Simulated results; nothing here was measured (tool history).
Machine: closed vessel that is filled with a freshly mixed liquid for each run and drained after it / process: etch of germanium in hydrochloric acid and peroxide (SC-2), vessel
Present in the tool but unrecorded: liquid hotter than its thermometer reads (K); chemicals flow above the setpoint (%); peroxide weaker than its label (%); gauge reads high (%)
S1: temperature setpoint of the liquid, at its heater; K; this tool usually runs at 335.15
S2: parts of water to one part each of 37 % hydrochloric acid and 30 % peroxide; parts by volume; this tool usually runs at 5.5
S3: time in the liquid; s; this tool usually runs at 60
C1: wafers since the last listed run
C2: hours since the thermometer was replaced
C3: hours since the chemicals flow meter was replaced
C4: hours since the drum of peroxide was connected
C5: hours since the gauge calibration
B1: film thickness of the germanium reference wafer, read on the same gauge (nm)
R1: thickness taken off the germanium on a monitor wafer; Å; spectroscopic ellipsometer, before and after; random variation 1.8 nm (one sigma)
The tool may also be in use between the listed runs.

run,day,S1,S2,S3,C1,C2,C3,C4,C5,B1,R1
1,0.000,335.15,5.5,60,0,490.0,73.8,1105.6,443.9,70.01,2571.0
# day 0.492: new drum of peroxide connected
2,3.175,335.15,5.5,60,5992,566.2,150.0,64.4,520.1,70.03,2630.3
3,4.996,335.15,5.5,40,3482,609.9,193.7,108.1,563.8,70.00,1726.4
4,7.071,335.15,5.5,40,3968,659.7,243.5,157.9,613.6,70.01,1718.9
5,9.342,335.15,5.5,40,4342,714.2,298.0,212.4,668.1,70.00,1726.0
6,12.042,341.15,4.5,60,5163,779.0,362.8,277.2,732.9,69.99,3122.4
7,14.562,341.15,4.5,60,4821,839.5,423.3,337.7,793.4,70.00,3128.3
8,16.538,335.15,5.5,60,3777,886.9,470.7,385.1,840.8,70.01,2631.8
9,21.004,335.15,5.5,60,8542,994.1,577.9,492.3,948.0,69.98,2633.4
10,24.279,335.15,5.5,60,6263,1072.7,656.5,570.9,1026.6,70.00,2626.5
11,27.562,335.15,5.5,60,6279,1151.5,735.3,649.7,1105.4,70.00,2617.3
12,35.667,335.15,5.5,60,15498,1346.0,929.8,844.2,1299.9,70.02,2644.7
13,38.008,335.15,5.5,60,4478,1402.2,986.0,900.4,1356.1,70.00,2632.6
14,40.408,335.15,4.5,60,4589,1459.8,1043.6,958.0,1413.7,70.02,2681.3
15,41.950,341.15,5.5,85,2948,1496.8,1080.6,995.0,1450.7,70.01,4512.1
16,45.688,335.15,5.5,60,7147,1586.5,1170.3,1084.7,1540.4,70.00,2649.0
# day 45.754: new drum of peroxide connected
17,48.312,335.15,8.0,40,4940,1649.5,1233.3,61.4,1603.4,70.00,1736.9
18,51.421,335.15,5.5,70,5944,1724.1,1307.9,136.0,1678.0,69.99,3116.1
19,54.450,335.15,4.5,60,5793,1796.8,1380.6,208.7,1750.7,70.01,2681.4
20,58.204,335.15,5.5,60,7179,1886.9,1470.7,298.8,1840.8,69.99,2693.4
# day 59.408: gauge calibrated
# day 59.442: thermometer replaced
21,61.658,343.65,4.0,95,6526,53.2,1553.6,381.7,54.0,70.00,5197.5
22,65.133,335.15,5.5,60,6645,136.6,1637.0,465.1,137.4,70.01,2534.8
# day 66.058: chemicals flow meter replaced
23,66.738,335.15,5.5,60,2988,175.1,16.3,503.6,175.9,70.00,2580.8
24,70.375,341.65,4.0,75,6956,262.4,103.6,590.9,263.2,70.02,3935.0
25,72.688,335.15,4.5,40,4422,317.9,159.1,646.4,318.7,70.00,1720.1
26,77.029,335.15,5.5,90,8303,422.1,263.3,750.6,422.9,70.02,3875.2
27,81.096,335.15,5.5,60,7777,519.7,360.9,848.2,520.5,70.01,2593.3
28,84.238,329.15,5.5,60,6008,595.1,436.3,923.6,595.9,70.01,2148.3
# day 85.304: new drum of peroxide connected
29,88.371,335.15,5.5,95,7825,694.3,535.5,73.6,695.1,70.01,4088.3
30,92.308,326.65,4.0,75,7530,788.8,630.0,168.1,789.6,69.99,2506.5
31,94.746,335.15,4.0,40,4661,847.3,688.5,226.6,848.1,70.00,1750.2

What if the next run were any one of these 3? Each begins from the tool's condition after run 31:
A,94.775,337.65,5.5,60,55,848.0,689.2,227.3,848.8,?,?
B,94.775,331.15,5.5,90,55,848.0,689.2,227.3,848.8,?,?
C,94.775,331.65,4.0,50,55,848.0,689.2,227.3,848.8,?,?

run,B1,R1
A,70.00,2819.7
B,70.00,3488.1
C,70.00,1984.1
Stripped of hidden state, with their random variation kept, the same runs would have yielded:
run,R1
A,2742.8
B,3388.9
C,1927.4

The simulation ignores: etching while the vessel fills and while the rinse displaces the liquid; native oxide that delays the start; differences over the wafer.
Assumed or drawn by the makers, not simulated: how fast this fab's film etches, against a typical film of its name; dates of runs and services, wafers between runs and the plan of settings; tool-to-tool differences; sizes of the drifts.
